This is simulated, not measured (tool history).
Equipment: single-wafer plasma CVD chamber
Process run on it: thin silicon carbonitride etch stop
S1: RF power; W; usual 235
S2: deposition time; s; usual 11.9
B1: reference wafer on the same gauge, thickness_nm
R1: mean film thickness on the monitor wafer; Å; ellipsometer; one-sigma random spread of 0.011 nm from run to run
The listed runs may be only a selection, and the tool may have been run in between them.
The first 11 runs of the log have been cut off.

{"run": 12, "day": 5.404, "S1": 235, "S2": 11.9, "B1": 6.741, "R1": 69.7}
{"run": 13, "day": 5.917, "S1": 235, "S2": 11.9, "B1": 6.74, "R1": 69.51}
{"run": 14, "day": 6.379, "S1": 255, "S2": 11.9, "B1": 6.743, "R1": 70.96}
{"run": 15, "day": 7.033, "S1": 235, "S2": 12.5, "B1": 6.737, "R1": 72.93}
{"day": 7.867, "done": "RF generator calibrated"}
{"run": 16, "day": 7.888, "S1": 280, "S2": 13.9, "B1": 6.742, "R1": 84.11}
{"run": 17, "day": 8.171, "S1": 235, "S2": 11.9, "B1": 6.741, "R1": 69.18}
{"run": 18, "day": 8.746, "S1": 265, "S2": 11.9, "B1": 6.739, "R1": 70.95}
{"run": 19, "day": 9.35, "S1": 265, "S2": 11.0, "B1": 6.742, "R1": 65.51}
{"run": 20, "day": 9.829, "S1": 235, "S2": 13.8, "B1": 6.739, "R1": 79.83}
{"run": 21, "day": 10.088, "S1": 235, "S2": 14.0, "B1": 6.743, "R1": 81.19}
{"day": 10.592, "done": "RF generator calibrated, repeated, since the last time left the tool worse"}
{"day": 10.867, "done": "showerhead replaced"}
{"run": 22, "day": 10.888, "S1": 235, "S2": 11.9, "B1": 6.74, "R1": 70.56}
{"run": 23, "day": 10.9, "S1": 190, "S2": 13.4, "B1": 6.739, "R1": 75.82}
{"day": 11.283, "done": "thermocouple changed; heater temperature recalibrated"}
{"run": 24, "day": 11.396, "S1": 235, "S2": 11.9, "B1": 6.738, "R1": 70.45}
{"run": 25, "day": 12.042, "S1": 235, "S2": 11.9, "B1": 6.74, "R1": 70.65}

Expected results for the next run?
{"run": 26, "day": 12.738, "S1": 235, "S2": 11.9, "B1": "?", "R1": "?"}

Run 26 produced B1 6.740, R1 70.79 Å.
The same run, on a tool lacking any hidden state, would have yielded R1 70.83 Å.
